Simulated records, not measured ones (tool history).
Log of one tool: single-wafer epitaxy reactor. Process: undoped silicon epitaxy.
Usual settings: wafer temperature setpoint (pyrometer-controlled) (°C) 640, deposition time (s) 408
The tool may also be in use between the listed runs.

run    hour  wafer temperature setpoint (pyrometer-controlled) (°C)  deposition time (s)  wafers since the last listed run  hours since the last pyrometer calibration  hours since the gauge calibration  read-back reference wafer on the same gauge, thickness_nm  mean film thickness on the monitor wafer (nm)
  1     0.0                                                     640                  408                                 0                                      1592.0                              145.0                                                     62.595                                         71.831
  2    51.0                                                     640                  408                               191                                      1643.0                              196.0                                                     62.540                                         72.651
  3   233.0                                                     640                  408                               683                                      1825.0                              378.0                                                     62.512                                         72.564
  4   289.9                                                     640                  408                               213                                      1881.9                              434.9                                                     62.734                                         72.895
  5   317.4                                                     640                  408                               103                                      1909.4                              462.4                                                     62.673                                         72.199
  6   486.1                                                     640                  408                               633                                      2078.1                              631.1                                                     62.560                                         72.615
      522.4  -- gauge calibrated
  7   540.5                                                     640                  408                               204                                      2132.5                               18.1                                                     62.558                                         73.005
  8   573.2                                                     630                  461                               122                                      2165.2                               50.8                                                     62.556                                         63.301
      669.6  -- pyrometer calibrated
  9   742.9                                                     625                  338                               607                                        73.3                              220.5                                                     62.517                                         36.803
 10   788.3                                                     640                  408                               170                                       118.7                              265.9                                                     62.670                                         65.474
 11   848.2                                                     645                  484                               224                                       178.6                              325.8                                                     62.610                                         89.019
 12   880.8                                                     640                  408                               122                                       211.2                              358.4                                                     62.719                                         66.442
 13   940.6                                                     645                  408                               224                                       271.0                              418.2                                                     62.586                                         75.972
 14  1011.1                                                     629                  408                               264                                       341.5                              488.7                                                     62.648                                         51.027

Consider 5 possible next runs. They are alternatives, not a sequence: every one starts from the tool as it was left by run 14. What does each give?
  A  1011.6                                                     644                  408                                 1                                       342.0                              489.2                                                          ?                                              ?
  B  1011.6                                                     627                  366                                 1                                       342.0                              489.2                                                          ?                                              ?
  C  1011.6                                                     625                  408                                 1                                       342.0                              489.2                                                          ?                                              ?
  D  1011.6                                                     629                  462                                 1                                       342.0                              489.2                                                          ?                                              ?
  E  1011.6                                                     629                  454                                 1                                       342.0                              489.2                                                          ?                                              ?

run  read-back reference wafer on the same gauge, thickness_nm  mean film thickness on the monitor wafer (nm)
  A                                                     62.623                                         75.266
  B                                                     62.623                                         43.752
  C                                                     62.623                                         46.289
  D                                                     62.623                                         58.177
  E                                                     62.623                                         57.169
The same runs, with their run-to-run variation unchanged, on a tool lacking any hidden condition would have given:
run  mean film thickness on the monitor wafer (nm)
  A                                         70.836
  B                                         41.068
  C                                         43.436
  D                                         54.625
  E                                         53.679

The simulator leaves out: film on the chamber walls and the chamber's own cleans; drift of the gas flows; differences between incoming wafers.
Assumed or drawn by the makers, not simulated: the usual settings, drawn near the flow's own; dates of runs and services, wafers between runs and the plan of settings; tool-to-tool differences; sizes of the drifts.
